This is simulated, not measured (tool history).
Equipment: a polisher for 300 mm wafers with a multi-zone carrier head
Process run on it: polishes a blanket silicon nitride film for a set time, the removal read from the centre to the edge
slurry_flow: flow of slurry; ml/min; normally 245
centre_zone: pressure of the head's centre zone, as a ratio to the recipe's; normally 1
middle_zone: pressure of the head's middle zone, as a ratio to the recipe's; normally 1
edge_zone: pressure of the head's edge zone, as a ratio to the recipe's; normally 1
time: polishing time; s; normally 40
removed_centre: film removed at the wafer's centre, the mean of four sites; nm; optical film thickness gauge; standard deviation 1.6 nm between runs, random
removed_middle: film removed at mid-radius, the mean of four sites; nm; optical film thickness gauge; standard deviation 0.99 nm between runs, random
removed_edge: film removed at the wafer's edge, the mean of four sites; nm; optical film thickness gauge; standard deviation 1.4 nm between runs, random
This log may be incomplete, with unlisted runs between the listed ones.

| run | hour | slurry_flow | centre_zone | middle_zone | edge_zone | time | wafers since the last listed run | wafers polished on this pad | hours since the slurry nozzle was cleaned | hours since the centre zone pressure was calibrated | hours since the edge zone pressure was calibrated | hours since the carrier head's membrane was replaced | incoming thickness of the incoming film, nm | removed_centre | removed_middle | removed_edge |
|---|---|---|---|---|---|---|---|---|---|---|---|---|---|---|---|---|
| 1 | 0 | 245 | 1 | 1 | 1 | 40 | 0 | 1399 | 607 | 1051.1 | 1149.2 | 1259.9 | 705.9 | 111.1 | 113.6 | 115.2 |
|  | 0.2 | worn pad replaced by a new one |
| 2 | 13.3 | 245 | 1 | 1 | 1 | 40 | 198 | 198 | 620.3 | 1064.4 | 1162.5 | 1273.2 | 700.3 | 120.7 | 120.3 | 121.1 |
| 3 | 34.7 | 245 | 1 | 1 | 1 | 40 | 322 | 521 | 641.7 | 1085.8 | 1183.9 | 1294.6 | 701.5 | 121.9 | 119.9 | 122.2 |
| 4 | 64.3 | 245 | 1 | 1 | 1 | 40 | 446 | 968 | 671.3 | 1115.4 | 1213.5 | 1324.2 | 706.2 | 120 | 116.8 | 118.7 |
| 5 | 89.3 | 245 | 1 | 1 | 1 | 40 | 377 | 1345 | 696.3 | 1140.4 | 1238.5 | 1349.2 | 706.7 | 114 | 113.9 | 113.8 |
|  | 99.2 | worn pad replaced by a new one |
| 6 | 103.6 | 270 | 1 | 1 | 1 | 40 | 155 | 66 | 710.6 | 1154.7 | 1252.8 | 1363.5 | 701 | 118.6 | 121.2 | 123.8 |
| 7 | 122.4 | 270 | 1 | 1 | 1 | 40 | 283 | 350 | 729.4 | 1173.5 | 1271.6 | 1382.3 | 692 | 123.1 | 121.7 | 123 |
|  | 128.1 | centre zone pressure recalibrated |
| 8 | 148.6 | 245 | 1 | 1 | 1 | 40 | 365 | 715 | 755.6 | 20.5 | 1297.8 | 1408.5 | 701.6 | 117.7 | 118.6 | 122.2 |
| 9 | 165.8 | 245 | 1 | 1 | 1 | 40 | 259 | 975 | 772.8 | 37.7 | 1315 | 1425.7 | 694.9 | 115.8 | 116.3 | 120.5 |
|  | 189.4 | worn pad replaced by a new one |
| 10 | 192 | 245 | 0.96 | 1 | 1.09 | 50 | 335 | 38 | 799 | 63.9 | 1341.2 | 1451.9 | 702.4 | 140 | 150.2 | 156.5 |
|  | 217.8 | edge zone pressure recalibrated |
| 11 | 222.9 | 245 | 1 | 1 | 1 | 40 | 436 | 474 | 829.9 | 94.8 | 5.1 | 1482.8 | 706.9 | 117.8 | 118.8 | 120.9 |
|  | 234.7 | slurry nozzle cleaned |
| 12 | 239.1 | 245 | 1 | 1 | 0.95 | 40 | 229 | 704 | 4.4 | 111 | 21.3 | 1499 | 695.3 | 114.3 | 116.9 | 115.1 |
| 13 | 268.7 | 330 | 1 | 1 | 1 | 40 | 446 | 1150 | 34 | 140.6 | 50.9 | 1528.6 | 696.2 | 120.2 | 119.3 | 118.1 |
|  | 274.9 | worn pad replaced by a new one |
|  | 287 | carrier head's membrane replaced by a new one |
| 14 | 287.9 | 325 | 1 | 0.96 | 1 | 40 | 153 | 120 | 53.2 | 159.8 | 70.1 | 0.9 | 692.7 | 124.2 | 120.8 | 123.6 |
| 15 | 321.5 | 245 | 1 | 1.09 | 0.93 | 40 | 507 | 627 | 86.8 | 193.4 | 103.7 | 34.5 | 709.5 | 118 | 126.9 | 113.9 |
| 16 | 346.5 | 245 | 1.11 | 1 | 1 | 40 | 377 | 1004 | 111.8 | 218.4 | 128.7 | 59.5 | 701.9 | 127.4 | 116.1 | 118.1 |
| 17 | 360.8 | 295 | 0.91 | 1.05 | 1 | 49 | 215 | 1220 | 126.1 | 232.7 | 143 | 73.8 | 702.6 | 129.8 | 148.5 | 141.5 |

Run-by-run hidden state of the tool:
slurry flow missing at the pad, %: 0 in every run
deviation of the centre zone's pressure from its setpoint, %: 0 in every run
deviation of the edge zone's pressure from its setpoint, %: 0 in every run
H1: removal rate lost through wear of the pad, %
| run | H1 |
|---|---|
| 1 | 6.63 |
| 2 | 0.137 |
| 3 | 0.809 |
| 4 | 2.73 |
| 5 | 5.26 |
| 6 | 0.127 |
| 7 | 0.469 |
| 8 | 1.72 |
| 9 | 3.04 |
| 10 | 0.494 |
| 11 | 1.23 |
| 12 | 2.11 |
| 13 | 4.63 |
| 14 | 0.491 |
| 15 | 1.81 |
| 16 | 3.75 |
| 17 | 5.24 |
